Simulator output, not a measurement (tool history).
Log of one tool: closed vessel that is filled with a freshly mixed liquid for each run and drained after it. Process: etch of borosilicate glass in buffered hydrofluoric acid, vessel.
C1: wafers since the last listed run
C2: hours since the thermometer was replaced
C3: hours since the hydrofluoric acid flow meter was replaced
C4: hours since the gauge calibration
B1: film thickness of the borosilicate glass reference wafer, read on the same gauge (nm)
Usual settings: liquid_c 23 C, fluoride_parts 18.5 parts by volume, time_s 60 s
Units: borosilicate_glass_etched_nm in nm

Run 1, hour 0: usual settings; C1 0; C2 1803.5; C3 606; C4 99.3; B1 80.02. Result: borosilicate_glass_etched_nm 52.53 nm.
Run 2, hour 15.5: usual settings but time_s 85 s; C1 1723; C2 1819; C3 621.5; C4 114.8; B1 79.97. Result: borosilicate_glass_etched_nm 74.98 nm.
Run 3, hour 46.1: usual settings but time_s 85 s; C1 3402; C2 1849.6; C3 652.1; C4 145.4; B1 79.98. Result: borosilicate_glass_etched_nm 74.67 nm.
Run 4, hour 58.7: usual settings but time_s 85 s; C1 1400; C2 1862.2; C3 664.7; C4 158; B1 79.98. Result: borosilicate_glass_etched_nm 75.43 nm.
Run 5, hour 77.5: usual settings but liquid_c 21.5 C, time_s 75 s; C1 2090; C2 1881; C3 683.5; C4 176.8; B1 80. Result: borosilicate_glass_etched_nm 60.87 nm.
Run 6, hour 92.7: usual settings but liquid_c 21.5 C, time_s 75 s; C1 1690; C2 1896.2; C3 698.7; C4 192; B1 79.99. Result: borosilicate_glass_etched_nm 61.4 nm.
Run 7, hour 106.5: usual settings but liquid_c 21.5 C, time_s 75 s; C1 1534; C2 1910; C3 712.5; C4 205.8; B1 80. Result: borosilicate_glass_etched_nm 61.33 nm.
Run 8, hour 119.4: usual settings but liquid_c 27 C; C1 1434; C2 1922.9; C3 725.4; C4 218.7; B1 79.99. Result: borosilicate_glass_etched_nm 66.54 nm.
Run 9, hour 140.3: usual settings but liquid_c 27 C; C1 2323; C2 1943.8; C3 746.3; C4 239.6; B1 79.95. Result: borosilicate_glass_etched_nm 66.97 nm.
Run 10, hour 153.1: usual settings but liquid_c 27 C; C1 1423; C2 1956.6; C3 759.1; C4 252.4; B1 79.99. Result: borosilicate_glass_etched_nm 66.7 nm.
Run 11, hour 175.7: usual settings; C1 2512; C2 1979.2; C3 781.7; C4 275; B1 79.98. Result: borosilicate_glass_etched_nm 52.43 nm.
Run 12, hour 218.9: usual settings but time_s 45 s; C1 4803; C2 2022.4; C3 824.9; C4 318.2; B1 79.96. Result: borosilicate_glass_etched_nm 41.17 nm.
Run 13, hour 242.6: usual settings; C1 2635; C2 2046.1; C3 848.6; C4 341.9; B1 79.97. Result: borosilicate_glass_etched_nm 54.8 nm.
Run 14, hour 268.6: usual settings but time_s 30 s; C1 2890; C2 2072.1; C3 874.6; C4 367.9; B1 79.99. Result: borosilicate_glass_etched_nm 27.18 nm.
Run 15, hour 283.9: usual settings but liquid_c 21.5 C, time_s 75 s; C1 1701; C2 2087.4; C3 889.9; C4 383.2; B1 80.04. Result: borosilicate_glass_etched_nm 61.73 nm.
At hour 288.9: gauge calibrated.
Run 16, hour 297.9: usual settings; C1 1556; C2 2101.4; C3 903.9; C4 9; B1 80.05. Result: borosilicate_glass_etched_nm 54.89 nm.
At hour 303.3: thermometer replaced.
At hour 314.8: hydrofluoric acid flow meter replaced.
Run 17, hour 321.9: usual settings; C1 2446; C2 18.6; C3 7.1; C4 33; B1 79.97. Result: borosilicate_glass_etched_nm 49.95 nm.
Run 18, hour 354.7: usual settings but liquid_c 27 C, fluoride_parts 23.5 parts by volume, time_s 40 s; C1 3646; C2 51.4; C3 39.9; C4 65.8; B1 80.01. Result: borosilicate_glass_etched_nm 33.26 nm.
Run 19, hour 386.5: usual settings but time_s 35 s; C1 3535; C2 83.2; C3 71.7; C4 97.6; B1 80.03. Result: borosilicate_glass_etched_nm 29.23 nm.
Run 20, hour 406.3: usual settings; C1 2201; C2 103; C3 91.5; C4 117.4; B1 79.96. Result: borosilicate_glass_etched_nm 49.16 nm.
Run 21, hour 426.3: usual settings but fluoride_parts 21 parts by volume; C1 2223; C2 123; C3 111.5; C4 137.4; B1 80.02. Result: borosilicate_glass_etched_nm 44.88 nm.
Run 22, hour 438.4: usual settings but fluoride_parts 12.5 parts by volume; C1 1345; C2 135.1; C3 123.6; C4 149.5; B1 80.03. Result: borosilicate_glass_etched_nm 74.49 nm.
Run 23, hour 468.6: usual settings but liquid_c 26 C, fluoride_parts 16.5 parts by volume, time_s 30 s; C1 3357; C2 165.3; C3 153.8; C4 179.7; B1 79.97. Result: borosilicate_glass_etched_nm 32.99 nm.
Run 24, hour 491: usual settings but fluoride_parts 22.5 parts by volume, time_s 85 s; C1 2490; C2 187.7; C3 176.2; C4 202.1; B1 79.94. Result: borosilicate_glass_etched_nm 60.23 nm.
Run 25, hour 524.3: usual settings; C1 3702; C2 221; C3 209.5; C4 235.4; B1 80. Result: borosilicate_glass_etched_nm 50.72 nm.
Run 26, hour 541.6: usual settings but liquid_c 18.5 C, fluoride_parts 21.5 parts by volume, time_s 80 s; C1 1923; C2 238.3; C3 226.8; C4 252.7; B1 80. Result: borosilicate_glass_etched_nm 45.83 nm.
Run 27, hour 559.3: usual settings but fluoride_parts 16 parts by volume, time_s 85 s; C1 1968; C2 256; C3 244.5; C4 270.4; B1 80.02. Result: borosilicate_glass_etched_nm 82.08 nm.

Forecast each of these 5 alternatives for the next run:
Run A, hour 560: usual settings; C1 77; C2 256.7; C3 245.2; C4 271.1; B1 ?. Result: borosilicate_glass_etched_nm ?.
Run B, hour 560: usual settings but liquid_c 26.5 C, fluoride_parts 11 parts by volume, time_s 45 s; C1 77; C2 256.7; C3 245.2; C4 271.1; B1 ?. Result: borosilicate_glass_etched_nm ?.
Run C, hour 560: usual settings but fluoride_parts 12.5 parts by volume, time_s 30 s; C1 77; C2 256.7; C3 245.2; C4 271.1; B1 ?. Result: borosilicate_glass_etched_nm ?.
Run D, hour 560: usual settings but liquid_c 19.5 C; C1 77; C2 256.7; C3 245.2; C4 271.1; B1 ?. Result: borosilicate_glass_etched_nm ?.
Run E, hour 560: usual settings but liquid_c 19 C; C1 77; C2 256.7; C3 245.2; C4 271.1; B1 ?. Result: borosilicate_glass_etched_nm ?.

run  B1  borosilicate_glass_etched_nm
  A  80                         51.02
  B  80                         77.12
  C  80                         37.61
  D  80                         42.14
  E  80                         40.99
Without the tool's hidden state the same runs would have given:
run  borosilicate_glass_etched_nm
  A                         48.93
  B                         73.98
  C                         36.08
  D                         40.41
  E                         39.31

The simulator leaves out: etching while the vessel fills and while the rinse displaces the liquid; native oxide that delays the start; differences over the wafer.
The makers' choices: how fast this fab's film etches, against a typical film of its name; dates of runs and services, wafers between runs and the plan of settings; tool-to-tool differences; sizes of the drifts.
